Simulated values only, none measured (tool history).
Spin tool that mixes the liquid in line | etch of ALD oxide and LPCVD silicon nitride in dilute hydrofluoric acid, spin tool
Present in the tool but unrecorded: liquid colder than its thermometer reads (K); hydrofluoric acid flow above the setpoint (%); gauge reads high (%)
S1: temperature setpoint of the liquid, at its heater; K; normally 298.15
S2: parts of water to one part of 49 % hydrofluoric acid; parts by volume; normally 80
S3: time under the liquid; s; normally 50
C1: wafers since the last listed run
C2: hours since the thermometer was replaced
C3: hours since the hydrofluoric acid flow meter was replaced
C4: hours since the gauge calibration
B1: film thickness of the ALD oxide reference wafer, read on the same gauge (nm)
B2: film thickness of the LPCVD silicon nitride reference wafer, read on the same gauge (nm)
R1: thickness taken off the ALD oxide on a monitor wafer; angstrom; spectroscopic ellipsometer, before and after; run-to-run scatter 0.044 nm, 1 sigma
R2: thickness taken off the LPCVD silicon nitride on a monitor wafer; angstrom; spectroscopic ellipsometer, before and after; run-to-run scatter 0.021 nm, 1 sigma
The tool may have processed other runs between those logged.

run 1 day=0.000 | S1=298.15 S2=80 S3=50 | C1=0 C2=1600.5 C3=2116.0 C4=334.1 | B1=129.99 B2=139.990 | R1=90.2 R2=3.01
run 2 day=0.429 | S1=298.15 S2=80 S3=50 | C1=158 C2=1610.8 C3=2126.3 C4=344.4 | B1=129.99 B2=139.995 | R1=90.1 R2=2.72
run 3 day=0.988 | S1=298.15 S2=80 S3=50 | C1=206 C2=1624.2 C3=2139.7 C4=357.8 | B1=130.02 B2=139.945 | R1=89.7 R2=2.96
run 4 day=1.383 | S1=298.15 S2=80 S3=50 | C1=146 C2=1633.7 C3=2149.2 C4=367.3 | B1=129.98 B2=139.983 | R1=90.2 R2=3.22
run 5 day=2.050 | S1=298.15 S2=60 S3=50 | C1=246 C2=1649.7 C3=2165.2 C4=383.3 | B1=130.00 B2=139.960 | R1=123.1 R2=3.88
-- day=2.521 hydrofluoric acid flow meter replaced
run 6 day=2.717 | S1=298.15 S2=105 S3=50 | C1=230 C2=1665.7 C3=4.7 C4=399.3 | B1=130.00 B2=139.980 | R1=66.8 R2=2.26
-- day=3.154 gauge calibrated
run 7 day=3.258 | S1=298.15 S2=105 S3=50 | C1=199 C2=1678.7 C3=17.7 C4=2.5 | B1=130.00 B2=139.994 | R1=66.4 R2=2.25
run 8 day=3.838 | S1=298.15 S2=105 S3=50 | C1=213 C2=1692.6 C3=31.6 C4=16.4 | B1=129.98 B2=139.955 | R1=66.3 R2=2.20
run 9 day=4.188 | S1=298.15 S2=80 S3=60 | C1=129 C2=1701.0 C3=40.0 C4=24.8 | B1=129.99 B2=140.003 | R1=108.2 R2=3.35
run 10 day=4.446 | S1=298.15 S2=55 S3=30 | C1=95 C2=1707.2 C3=46.2 C4=31.0 | B1=130.00 B2=139.988 | R1=80.9 R2=2.18
run 11 day=5.208 | S1=298.15 S2=105 S3=50 | C1=281 C2=1725.5 C3=64.5 C4=49.3 | B1=129.98 B2=139.978 | R1=66.5 R2=2.36
run 12 day=5.712 | S1=295.15 S2=55 S3=65 | C1=186 C2=1737.6 C3=76.6 C4=61.4 | B1=130.01 B2=140.028 | R1=154.0 R2=3.95
run 13 day=6.379 | S1=298.15 S2=80 S3=70 | C1=246 C2=1753.6 C3=92.6 C4=77.4 | B1=129.98 B2=140.016 | R1=125.5 R2=4.12
run 14 day=7.117 | S1=298.15 S2=70 S3=50 | C1=272 C2=1771.3 C3=110.3 C4=95.1 | B1=129.98 B2=140.027 | R1=104.1 R2=2.94
run 15 day=7.554 | S1=294.15 S2=80 S3=50 | C1=161 C2=1781.8 C3=120.8 C4=105.6 | B1=129.98 B2=140.019 | R1=75.8 R2=2.34
run 16 day=8.042 | S1=298.15 S2=100 S3=50 | C1=179 C2=1793.5 C3=132.5 C4=117.3 | B1=130.00 B2=139.976 | R1=70.0 R2=2.20
run 17 day=8.404 | S1=301.15 S2=40 S3=30 | C1=133 C2=1802.2 C3=141.2 C4=126.0 | B1=130.00 B2=139.970 | R1=128.1 R2=3.95
run 18 day=9.008 | S1=298.15 S2=105 S3=50 | C1=223 C2=1816.7 C3=155.7 C4=140.5 | B1=130.03 B2=140.034 | R1=66.4 R2=2.13
-- day=9.458 thermometer replaced
run 19 day=9.508 | S1=298.15 S2=80 S3=35 | C1=169 C2=1.2 C3=167.7 C4=152.5 | B1=129.99 B2=139.955 | R1=67.4 R2=2.36
run 20 day=10.150 | S1=296.15 S2=80 S3=50 | C1=236 C2=16.6 C3=183.1 C4=167.9 | B1=130.00 B2=140.002 | R1=88.5 R2=2.88
run 21 day=10.725 | S1=302.15 S2=55 S3=50 | C1=212 C2=30.4 C3=196.9 C4=181.7 | B1=130.01 B2=140.043 | R1=169.6 R2=6.65
run 22 day=11.112 | S1=303.15 S2=40 S3=35 | C1=143 C2=39.7 C3=206.2 C4=191.0 | B1=130.00 B2=139.962 | R1=174.5 R2=6.33
run 23 day=11.738 | S1=298.15 S2=80 S3=30 | C1=230 C2=54.7 C3=221.2 C4=206.0 | B1=130.02 B2=139.978 | R1=57.9 R2=1.85
run 24 day=12.317 | S1=298.15 S2=80 S3=50 | C1=213 C2=68.6 C3=235.1 C4=219.9 | B1=129.99 B2=140.027 | R1=96.4 R2=3.41
run 25 day=12.979 | S1=300.65 S2=40 S3=40 | C1=244 C2=84.5 C3=251.0 C4=235.8 | B1=130.01 B2=139.961 | R1=181.7 R2=6.08

5 options for the next run, each taken on its own from the tool as it stands now. Forecast them:
run A day=12.996 | S1=298.15 S2=80 S3=25 | C1=6 C2=84.9 C3=251.4 C4=236.2 | B1=? B2=? | R1=? R2=?
run B day=12.996 | S1=298.15 S2=50 S3=60 | C1=6 C2=84.9 C3=251.4 C4=236.2 | B1=? B2=? | R1=? R2=?
run C day=12.996 | S1=298.15 S2=55 S3=40 | C1=6 C2=84.9 C3=251.4 C4=236.2 | B1=? B2=? | R1=? R2=?
run D day=12.996 | S1=299.65 S2=40 S3=65 | C1=6 C2=84.9 C3=251.4 C4=236.2 | B1=? B2=? | R1=? R2=?
run E day=12.996 | S1=296.15 S2=80 S3=35 | C1=6 C2=84.9 C3=251.4 C4=236.2 | B1=? B2=? | R1=? R2=?

run=A B1=130.01 B2=140.027 R1=47.8 R2=1.53
run=B B1=130.01 B2=140.027 R1=190.8 R2=5.85
run=C B1=130.01 B2=140.027 R1=114.9 R2=3.55
run=D B1=130.01 B2=140.027 R1=278.6 R2=8.71
run=E B1=130.01 B2=140.027 R1=61.7 R2=1.88
Take away the tool's hidden state, keep each run's random variation, and the runs would have read:
run=A R1=48.5 R2=1.58
run=B R1=194.0 R2=6.00
run=C R1=116.8 R2=3.65
run=D R1=283.2 R2=8.94
run=E R1=62.7 R2=1.93

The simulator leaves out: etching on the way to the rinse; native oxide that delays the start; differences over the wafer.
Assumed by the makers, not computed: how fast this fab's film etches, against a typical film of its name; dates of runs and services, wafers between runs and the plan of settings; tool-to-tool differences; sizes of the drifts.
